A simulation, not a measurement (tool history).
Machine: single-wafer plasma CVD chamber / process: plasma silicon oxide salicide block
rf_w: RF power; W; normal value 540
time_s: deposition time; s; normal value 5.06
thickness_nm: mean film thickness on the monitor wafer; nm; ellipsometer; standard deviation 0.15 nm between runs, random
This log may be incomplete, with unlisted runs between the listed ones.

run,day,rf_w,time_s,wafers since the last listed run,hours since the last RF generator calibration,hours since the showerhead was replaced,hours since the gauge calibration,"read-back reference wafer on the same gauge, thickness_nm",thickness_nm
1,0.000,465,5.06,0,1061.9,7648.9,182.1,49.729,46.964
2,2.562,465,5.06,1076,1123.4,7710.4,243.6,49.705,47.203
3,5.738,465,5.06,1333,1199.6,7786.6,319.8,49.663,46.749
4,9.875,540,5.06,1738,1298.9,7885.9,419.1,49.741,48.430
5,11.933,540,5.06,864,1348.3,7935.3,468.5,49.706,48.501
6,15.325,540,5.06,1424,1429.7,8016.7,549.9,49.725,48.489
7,17.900,540,5.06,1081,1491.5,8078.5,611.7,49.690,48.614
8,19.883,540,5.06,833,1539.1,8126.1,659.3,49.666,48.629
9,24.046,540,5.06,1748,1639.0,8226.0,759.2,49.742,48.172
10,26.729,540,5.38,1127,1703.4,8290.4,823.6,49.721,51.693
11,29.975,540,5.38,1363,1781.3,8368.3,901.5,49.766,51.104
# day 33.304: RF generator calibrated
12,33.808,615,5.06,1470,12.1,8460.3,993.5,49.707,50.746
13,36.383,540,5.06,1081,73.9,8522.1,1055.3,49.717,49.070
# day 36.579: gauge calibrated
14,38.275,505,5.06,794,119.3,8567.5,40.7,49.645,48.344
15,40.600,490,4.38,976,175.1,8623.3,96.5,49.748,41.572
16,45.083,435,4.74,1883,282.7,8730.9,204.1,49.735,43.651
# day 46.904: showerhead replaced
17,48.221,505,5.58,1178,358.0,31.6,279.4,49.634,53.185
18,50.071,610,5.90,777,402.4,76.0,323.8,49.703,59.044
19,53.017,480,4.68,1237,473.1,146.7,394.5,49.678,44.018
20,55.500,605,5.68,1043,532.7,206.3,454.1,49.754,56.529
21,58.517,540,5.06,1267,605.1,278.7,526.5,49.722,49.009
22,62.550,465,5.92,1694,701.9,375.5,623.3,49.729,54.743

Each row is a separate what-if for the run after 22, all from the same tool condition, not one after another. Results?
A,62.567,610,5.06,7,702.3,375.9,623.7,?,?
B,62.567,580,4.42,7,702.3,375.9,623.7,?,?
C,62.567,540,4.38,7,702.3,375.9,623.7,?,?
D,62.567,640,5.44,7,702.3,375.9,623.7,?,?

run,"read-back reference wafer on the same gauge, thickness_nm",thickness_nm
A,49.697,50.613
B,49.697,43.650
C,49.697,42.485
D,49.697,55.086
The same runs, with their run-to-run variation unchanged, on a tool lacking any hidden condition would have given:
run,thickness_nm
A,50.975
B,43.962
C,42.789
D,55.480

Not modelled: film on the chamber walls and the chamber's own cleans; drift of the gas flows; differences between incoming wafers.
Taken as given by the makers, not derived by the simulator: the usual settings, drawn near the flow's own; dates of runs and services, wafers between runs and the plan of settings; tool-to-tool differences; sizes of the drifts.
